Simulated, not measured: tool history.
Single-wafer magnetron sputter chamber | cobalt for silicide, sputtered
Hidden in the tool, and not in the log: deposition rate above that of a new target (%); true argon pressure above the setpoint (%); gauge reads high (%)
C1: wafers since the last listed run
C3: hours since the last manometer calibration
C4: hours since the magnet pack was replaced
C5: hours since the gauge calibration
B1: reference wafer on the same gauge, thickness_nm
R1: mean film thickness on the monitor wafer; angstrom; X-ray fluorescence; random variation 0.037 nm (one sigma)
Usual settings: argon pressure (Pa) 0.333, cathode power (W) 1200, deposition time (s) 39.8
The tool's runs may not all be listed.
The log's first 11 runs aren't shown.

run 12 day=5.238 | argon_pressure_(Pa)=0.402 cathode_power_(W)=950 deposition_time_(s)=35.7 | C1=274 wafers_on_the_sputter_target=551 C3=2609.2 C4=7747.9 C5=269.4 | B1=20.904 | R1=176.08
run 13 day=5.808 | argon_pressure_(Pa)=0.39 cathode_power_(W)=1200 deposition_time_(s)=36.1 | C1=274 wafers_on_the_sputter_target=825 C3=2622.9 C4=7761.6 C5=283.1 | B1=20.895 | R1=218.88
run 14 day=6.371 | argon_pressure_(Pa)=0.425 cathode_power_(W)=1300 deposition_time_(s)=43.3 | C1=270 wafers_on_the_sputter_target=1095 C3=2636.4 C4=7775.1 C5=296.6 | B1=20.905 | R1=279.09
run 15 day=6.658 | argon_pressure_(Pa)=0.373 cathode_power_(W)=1200 deposition_time_(s)=39.8 | C1=138 wafers_on_the_sputter_target=1233 C3=2643.3 C4=7782 C5=303.5 | B1=20.9 | R1=242.57
run 16 day=7.392 | argon_pressure_(Pa)=0.222 cathode_power_(W)=1350 deposition_time_(s)=46.3 | C1=352 wafers_on_the_sputter_target=1585 C3=2660.9 C4=7799.6 C5=321.1 | B1=20.895 | R1=328.41
run 17 day=8.05 | argon_pressure_(Pa)=0.25 cathode_power_(W)=1100 deposition_time_(s)=36 | C1=316 wafers_on_the_sputter_target=1901 C3=2676.7 C4=7815.4 C5=336.9 | B1=20.907 | R1=210.34
-- day=8.388 capacitance manometer re-zeroed and calibrated
-- day=8.6 magnet pack replaced
run 18 day=8.621 | argon_pressure_(Pa)=0.414 cathode_power_(W)=1400 deposition_time_(s)=43.6 | C1=12 wafers_on_the_sputter_target=1914 C3=5.6 C4=0.5 C5=350.6 | B1=20.9 | R1=300.26
-- day=8.842 gauge calibrated
run 19 day=9.867 | argon_pressure_(Pa)=0.333 cathode_power_(W)=1200 deposition_time_(s)=36.9 | C1=598 wafers_on_the_sputter_target=2512 C3=35.5 C4=30.4 C5=24.6 | B1=20.896 | R1=227.12
run 20 day=10.542 | argon_pressure_(Pa)=0.434 cathode_power_(W)=900 deposition_time_(s)=32.2 | C1=324 wafers_on_the_sputter_target=2836 C3=51.7 C4=46.6 C5=40.8 | B1=20.905 | R1=148.73
run 21 day=10.846 | argon_pressure_(Pa)=0.333 cathode_power_(W)=1400 deposition_time_(s)=37.7 | C1=146 wafers_on_the_sputter_target=2982 C3=59 C4=53.9 C5=48.1 | B1=20.889 | R1=265.77
run 22 day=11.488 | argon_pressure_(Pa)=0.333 cathode_power_(W)=1200 deposition_time_(s)=39.8 | C1=308 wafers_on_the_sputter_target=3290 C3=74.4 C4=69.3 C5=63.5 | B1=20.898 | R1=244.27
run 23 day=11.775 | argon_pressure_(Pa)=0.333 cathode_power_(W)=1200 deposition_time_(s)=39.8 | C1=138 wafers_on_the_sputter_target=3428 C3=81.3 C4=76.2 C5=70.4 | B1=20.9 | R1=244.62
run 24 day=12.083 | argon_pressure_(Pa)=0.39 cathode_power_(W)=1200 deposition_time_(s)=44.8 | C1=148 wafers_on_the_sputter_target=3576 C3=88.7 C4=83.6 C5=77.8 | B1=20.898 | R1=269.95
run 25 day=12.421 | argon_pressure_(Pa)=0.261 cathode_power_(W)=1100 deposition_time_(s)=33.2 | C1=162 wafers_on_the_sputter_target=3738 C3=96.8 C4=91.7 C5=85.9 | B1=20.898 | R1=192.31
run 26 day=13.033 | argon_pressure_(Pa)=0.333 cathode_power_(W)=1200 deposition_time_(s)=47 | C1=294 wafers_on_the_sputter_target=4032 C3=111.5 C4=106.4 C5=100.6 | B1=20.899 | R1=287.54
run 27 day=13.692 | argon_pressure_(Pa)=0.46 cathode_power_(W)=1400 deposition_time_(s)=43.5 | C1=316 wafers_on_the_sputter_target=4348 C3=127.3 C4=122.2 C5=116.4 | B1=20.898 | R1=294.14
run 28 day=14.262 | argon_pressure_(Pa)=0.2 cathode_power_(W)=1350 deposition_time_(s)=39.8 | C1=274 wafers_on_the_sputter_target=4622 C3=141 C4=135.9 C5=130.1 | B1=20.905 | R1=280.72
run 29 day=14.954 | argon_pressure_(Pa)=0.398 cathode_power_(W)=1200 deposition_time_(s)=39.8 | C1=332 wafers_on_the_sputter_target=4955 C3=157.6 C4=152.5 C5=146.7 | B1=20.905 | R1=238.73
run 30 day=15.479 | argon_pressure_(Pa)=0.292 cathode_power_(W)=1000 deposition_time_(s)=37.4 | C1=252 wafers_on_the_sputter_target=5207 C3=170.2 C4=165.1 C5=159.3 | B1=20.9 | R1=196.16
run 31 day=15.746 | argon_pressure_(Pa)=0.333 cathode_power_(W)=1000 deposition_time_(s)=39.8 | C1=128 wafers_on_the_sputter_target=5335 C3=176.6 C4=171.5 C5=165.7 | B1=20.894 | R1=206.57
run 32 day=16.117 | argon_pressure_(Pa)=0.256 cathode_power_(W)=1400 deposition_time_(s)=39.8 | C1=178 wafers_on_the_sputter_target=5513 C3=185.5 C4=180.4 C5=174.6 | B1=20.905 | R1=285.32
run 33 day=16.554 | argon_pressure_(Pa)=0.333 cathode_power_(W)=1350 deposition_time_(s)=39.8 | C1=210 wafers_on_the_sputter_target=5723 C3=196 C4=190.9 C5=185.1 | B1=20.895 | R1=269.76
run 34 day=17.858 | argon_pressure_(Pa)=0.333 cathode_power_(W)=1200 deposition_time_(s)=39.8 | C1=626 wafers_on_the_sputter_target=6349 C3=227.3 C4=222.2 C5=216.4 | B1=20.904 | R1=241.8

5 ways to go on from here, each from the tool as it stands after run 34. What would each give?
run A day=17.875 | argon_pressure_(Pa)=0.333 cathode_power_(W)=1200 deposition_time_(s)=33.7 | C1=8 wafers_on_the_sputter_target=6357 C3=227.7 C4=222.6 C5=216.8 | B1=? | R1=?
run B day=17.875 | argon_pressure_(Pa)=0.267 cathode_power_(W)=1450 deposition_time_(s)=39.8 | C1=8 wafers_on_the_sputter_target=6357 C3=227.7 C4=222.6 C5=216.8 | B1=? | R1=?
run C day=17.875 | argon_pressure_(Pa)=0.215 cathode_power_(W)=1200 deposition_time_(s)=39.8 | C1=8 wafers_on_the_sputter_target=6357 C3=227.7 C4=222.6 C5=216.8 | B1=? | R1=?
run D day=17.875 | argon_pressure_(Pa)=0.42 cathode_power_(W)=1150 deposition_time_(s)=35.7 | C1=8 wafers_on_the_sputter_target=6357 C3=227.7 C4=222.6 C5=216.8 | B1=? | R1=?
run E day=17.875 | argon_pressure_(Pa)=0.333 cathode_power_(W)=1200 deposition_time_(s)=45.5 | C1=8 wafers_on_the_sputter_target=6357 C3=227.7 C4=222.6 C5=216.8 | B1=? | R1=?

run=A B1=20.892 R1=204.41
run=B B1=20.892 R1=291.91
run=C B1=20.892 R1=250.19
run=D B1=20.892 R1=203.15
run=E B1=20.892 R1=275.98
Without the tool's hidden state the same runs would have given:
run=A R1=208.13
run=B R1=297.23
run=C R1=254.75
run=D R1=206.85
run=E R1=281.01
